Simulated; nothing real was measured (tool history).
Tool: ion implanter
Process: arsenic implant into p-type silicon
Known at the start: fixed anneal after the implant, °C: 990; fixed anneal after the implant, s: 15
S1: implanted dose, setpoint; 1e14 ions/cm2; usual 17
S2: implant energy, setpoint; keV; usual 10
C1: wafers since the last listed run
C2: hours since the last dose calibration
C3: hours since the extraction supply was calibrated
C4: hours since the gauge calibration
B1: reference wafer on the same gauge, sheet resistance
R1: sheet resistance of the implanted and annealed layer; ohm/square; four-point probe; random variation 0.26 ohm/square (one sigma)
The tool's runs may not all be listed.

| run | hour | S1 | S2 | C1 | C2 | C3 | C4 | B1 | R1 |
|---|---|---|---|---|---|---|---|---|---|
| 1 | 0 | 17 | 10 | 0 | 915.4 | 5058.2 | 684.5 | 178.96 | 160.76 |
| 2 | 38.3 | 17 | 10 | 1263 | 953.7 | 5096.5 | 722.8 | 179.02 | 160.7 |
|  | 80.5 | Faraday cup replaced and dose calibrated |
| 3 | 123.5 | 17 | 10 | 2545 | 43 | 5181.7 | 808 | 178.99 | 161.8 |
| 4 | 178.9 | 17 | 10 | 1826 | 98.4 | 5237.1 | 863.4 | 179.02 | 161.59 |
| 5 | 226.1 | 17 | 10 | 1556 | 145.6 | 5284.3 | 910.6 | 179.02 | 161.67 |
| 6 | 327.4 | 17 | 10 | 3340 | 246.9 | 5385.6 | 1011.9 | 178.97 | 162.31 |
|  | 349.6 | gauge calibrated |
| 7 | 423.4 | 17 | 10 | 3165 | 342.9 | 5481.6 | 73.8 | 179 | 161.86 |
| 8 | 516.8 | 17 | 10 | 3080 | 436.3 | 5575 | 167.2 | 178.97 | 161.92 |
| 9 | 561.8 | 17 | 10 | 1484 | 481.3 | 5620 | 212.2 | 178.96 | 161.18 |
| 10 | 618.3 | 17 | 10 | 1863 | 537.8 | 5676.5 | 268.7 | 179 | 161.69 |
| 11 | 656.5 | 17 | 10 | 1259 | 576 | 5714.7 | 306.9 | 178.97 | 162.12 |
| 12 | 804.4 | 17 | 10 | 4877 | 723.9 | 5862.6 | 454.8 | 178.99 | 161.69 |
| 13 | 887.4 | 17 | 10 | 2737 | 806.9 | 5945.6 | 537.8 | 179.03 | 160.94 |
| 14 | 941.4 | 17 | 10 | 1780 | 860.9 | 5999.6 | 591.8 | 179.01 | 161.25 |
| 15 | 993.3 | 17 | 10 | 1711 | 912.8 | 6051.5 | 643.7 | 179 | 161.15 |
| 16 | 1068.8 | 14.54 | 13 | 2489 | 988.3 | 6127 | 719.2 | 178.98 | 154.6 |
| 17 | 1115.1 | 21.47 | 11 | 1526 | 1034.6 | 6173.3 | 765.5 | 178.99 | 151.52 |
| 18 | 1205.4 | 18.7 | 10 | 2977 | 1124.9 | 6263.6 | 855.8 | 179.05 | 158.17 |
|  | 1296.3 | Faraday cup replaced and dose calibrated |
| 19 | 1298.7 | 14.18 | 11.5 | 2813 | 2.4 | 6356.9 | 949.1 | 178.94 | 161.34 |
| 20 | 1337.7 | 13.68 | 11 | 1286 | 41.4 | 6395.9 | 988.1 | 179.03 | 164.72 |
| 21 | 1434.3 | 21.14 | 10 | 3185 | 138 | 6492.5 | 1084.7 | 179 | 156.18 |
|  | 1464.5 | extraction supply calibrated |
| 22 | 1488.9 | 22.06 | 8.5 | 1536 | 192.6 | 24.4 | 1139.3 | 179 | 161.14 |
|  | 1507.5 | gauge calibrated |
| 23 | 1545.7 | 17 | 8 | 1873 | 249.4 | 81.2 | 38.2 | 179.01 | 169.83 |
| 24 | 1649.4 | 17 | 10 | 3419 | 353.1 | 184.9 | 141.9 | 179.01 | 161.59 |
| 25 | 1713 | 17 | 10 | 2097 | 416.7 | 248.5 | 205.5 | 179 | 161.86 |
| 26 | 1807.3 | 19.51 | 13 | 3109 | 511 | 342.8 | 299.8 | 179 | 147.37 |
| 27 | 1903.8 | 17 | 10 | 3182 | 607.5 | 439.3 | 396.3 | 179.04 | 161.2 |
| 28 | 2010.5 | 21.41 | 8 | 3518 | 714.2 | 546 | 503 | 179.01 | 163.11 |
| 29 | 2061.9 | 17 | 7.5 | 1695 | 765.6 | 597.4 | 554.4 | 178.98 | 171.47 |
| 30 | 2107.6 | 14.05 | 8.5 | 1507 | 811.3 | 643.1 | 600.1 | 179 | 173.02 |
| 31 | 2161 | 19.82 | 10 | 1761 | 864.7 | 696.5 | 653.5 | 179.03 | 157.25 |

Hidden state at the last listed run before each entry between runs and at the first one after, where it differs:
Between runs 2 and 3: Faraday cup replaced and dose calibrated (hour 80.5)
  deviation of the true dose from the Faraday cup's reading, %: 3.96 -> -0.257
  measured less the result without the state, R1: -1.04 -> +0.07 ohm/square
Between runs 6 and 7: gauge calibrated (hour 349.6)
  deviation of the true dose from the Faraday cup's reading, %: -0.0329 -> 0.182
  measured less the result without the state, R1: +0.01 -> -0.05 ohm/square
Between runs 18 and 19: Faraday cup replaced and dose calibrated (hour 1296.3)
  deviation of the true dose from the Faraday cup's reading, %: 4.53 -> 0.392
  measured less the result without the state, R1: -1.07 -> -0.13 ohm/square
Between runs 21 and 22: extraction supply calibrated (hour 1464.5)
  deviation of the true dose from the Faraday cup's reading, %: 0.465 -> 0.533
  measured less the result without the state, R1: -0.1 -> -0.12 ohm/square
Between runs 22 and 23: gauge calibrated (hour 1507.5)
  deviation of the true dose from the Faraday cup's reading, %: 0.533 -> 0.628
  measured less the result without the state, R1: -0.12 -> -0.19 ohm/square
